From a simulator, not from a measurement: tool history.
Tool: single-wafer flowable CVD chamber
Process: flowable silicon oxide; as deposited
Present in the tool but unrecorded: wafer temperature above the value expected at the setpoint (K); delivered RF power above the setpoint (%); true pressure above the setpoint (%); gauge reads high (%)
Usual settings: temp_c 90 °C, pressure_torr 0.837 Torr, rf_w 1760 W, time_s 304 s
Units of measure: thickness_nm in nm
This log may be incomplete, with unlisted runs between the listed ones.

| run | day | temp_c | pressure_torr | rf_w | time_s | wafers since the last listed run | hours since the last thermocouple change | hours since the last RF generator calibration | hours since the last manometer calibration | hours since the showerhead was replaced | hours since the gauge calibration | read-back reference wafer on the same gauge, thickness_nm | thickness_nm |
|---|---|---|---|---|---|---|---|---|---|---|---|---|---|
| 1 | 0 | 90 | 0.837 | 1760 | 304 | 0 | 1477.4 | 1432.3 | 1328.7 | 1740 | 2407.2 | 257.029 | 250.543 |
|  | 0.354 | gauge calibrated |
|  | 4.408 | thermocouple changed; heater temperature recalibrated |
| 2 | 11.758 | 90 | 0.837 | 1760 | 304 | 1424 | 176.4 | 1714.5 | 1610.9 | 2022.2 | 273.7 | 257.267 | 248.861 |
| 3 | 13.904 | 90 | 0.837 | 1760 | 304 | 267 | 227.9 | 1766 | 1662.4 | 2073.7 | 325.2 | 256.796 | 249.664 |
| 4 | 16.679 | 90 | 0.837 | 1550 | 304 | 345 | 294.5 | 1832.6 | 1729 | 2140.3 | 391.8 | 257.173 | 231.27 |
| 5 | 20.271 | 90 | 0.837 | 1550 | 304 | 447 | 380.7 | 1918.8 | 1815.2 | 2226.5 | 478 | 257.038 | 230.779 |
| 6 | 22.688 | 90 | 0.837 | 1760 | 304 | 301 | 438.7 | 1976.8 | 1873.2 | 2284.5 | 536 | 257.049 | 248.594 |
|  | 24.596 | RF generator calibrated |
| 7 | 26.271 | 94 | 0.837 | 1760 | 304 | 405 | 524.7 | 40.2 | 1959.2 | 2370.5 | 622 | 257.374 | 216.142 |
| 8 | 29.167 | 90 | 0.837 | 1760 | 304 | 360 | 594.2 | 109.7 | 2028.7 | 2440 | 691.5 | 256.749 | 250.646 |
|  | 31.496 | capacitance manometer re-zeroed and calibrated |
| 9 | 33.546 | 90 | 0.837 | 1760 | 304 | 504 | 699.3 | 214.8 | 49.2 | 2545.1 | 796.6 | 257.335 | 249.801 |
| 10 | 38.038 | 84 | 0.837 | 1560 | 304 | 559 | 807.1 | 322.6 | 157 | 2652.9 | 904.4 | 256.726 | 287.465 |
| 11 | 41.571 | 90 | 0.837 | 1760 | 344 | 440 | 891.9 | 407.4 | 241.8 | 2737.7 | 989.2 | 256.761 | 283.687 |
|  | 45.058 | showerhead replaced, of another model than before |
| 12 | 45.342 | 103 | 0.905 | 1980 | 254 | 428 | 982.4 | 497.9 | 332.3 | 6.8 | 1079.7 | 257.086 | 140.578 |
| 13 | 47.675 | 90 | 0.66 | 1600 | 304 | 290 | 1038.4 | 553.9 | 388.3 | 62.8 | 1135.7 | 256.946 | 204.908 |
| 14 | 51.958 | 90 | 0.768 | 1760 | 251 | 533 | 1141.2 | 656.7 | 491.1 | 165.6 | 1238.5 | 257.167 | 195.195 |
| 15 | 55.533 | 90 | 0.837 | 1760 | 304 | 445 | 1227 | 742.5 | 576.9 | 251.4 | 1324.3 | 257.187 | 251.086 |
| 16 | 59.979 | 97 | 0.837 | 1760 | 304 | 554 | 1333.7 | 849.2 | 683.6 | 358.1 | 1431 | 256.509 | 192.962 |
| 17 | 62.442 | 90 | 0.837 | 1760 | 304 | 306 | 1392.8 | 908.3 | 742.7 | 417.2 | 1490.1 | 256.927 | 249.816 |
| 18 | 65.762 | 90 | 0.837 | 1860 | 304 | 413 | 1472.5 | 988 | 822.4 | 496.9 | 1569.8 | 257.064 | 254.351 |
| 19 | 67.742 | 97 | 1.008 | 1760 | 304 | 246 | 1520 | 1035.5 | 869.9 | 544.4 | 1617.3 | 257.049 | 220.37 |
| 20 | 71.904 | 90 | 0.837 | 1545 | 279 | 518 | 1619.9 | 1135.4 | 969.8 | 644.3 | 1717.2 | 256.946 | 218.356 |
| 21 | 73.779 | 90 | 0.778 | 1430 | 304 | 233 | 1664.9 | 1180.4 | 1014.8 | 689.3 | 1762.2 | 256.685 | 217.89 |
| 22 | 80.542 | 90 | 0.837 | 1760 | 304 | 842 | 1827.2 | 1342.7 | 1177.1 | 851.6 | 1924.5 | 256.776 | 250.654 |
| 23 | 84.608 | 102 | 0.837 | 1760 | 304 | 506 | 1924.8 | 1440.3 | 1274.7 | 949.2 | 2022.1 | 256.757 | 157.6 |
|  | 85.267 | thermocouple changed; heater temperature recalibrated |
| 24 | 86.517 | 90 | 1.013 | 1455 | 274 | 196 | 30 | 1486.1 | 1320.5 | 995 | 2067.9 | 257.157 | 240.708 |
| 25 | 88.379 | 96 | 0.837 | 1760 | 283 | 232 | 74.7 | 1530.8 | 1365.2 | 1039.7 | 2112.6 | 257.081 | 186.104 |
| 26 | 91.212 | 90 | 0.78 | 1905 | 304 | 353 | 142.7 | 1598.8 | 1433.2 | 1107.7 | 2180.6 | 256.653 | 243.447 |
| 27 | 95.712 | 90 | 0.632 | 1760 | 304 | 560 | 250.7 | 1706.8 | 1541.2 | 1215.7 | 2288.6 | 256.938 | 204.142 |

Hidden state or all else? Some run-to-run changes of thickness_nm, split into what the settings, what came in and random variation would give without the hidden state, and what is left for the hidden state (with any gauge scatter that isn't in both results):
Run 6 -> 7: temp_c 90 -> 94, RF generator calibrated. thickness_nm -32.452 nm: hidden state +3.141, all else -35.593.
Run 11 -> 12: temp_c 90 -> 103, pressure_torr 0.837 -> 0.905, rf_w 1760 -> 1980, time_s 344 -> 254, showerhead replaced, of another model than before. thickness_nm -143.109 nm: hidden state +0.687, all else -143.796.
Run 22 -> 23: temp_c 90 -> 102. thickness_nm -93.054 nm: hidden state +0.514, all else -93.568.
Run 23 -> 24: temp_c 102 -> 90, pressure_torr 0.837 -> 1.013, rf_w 1760 -> 1455, time_s 304 -> 274, thermocouple changed; heater temperature recalibrated. thickness_nm +83.108 nm: hidden state -1.268, all else +84.376.

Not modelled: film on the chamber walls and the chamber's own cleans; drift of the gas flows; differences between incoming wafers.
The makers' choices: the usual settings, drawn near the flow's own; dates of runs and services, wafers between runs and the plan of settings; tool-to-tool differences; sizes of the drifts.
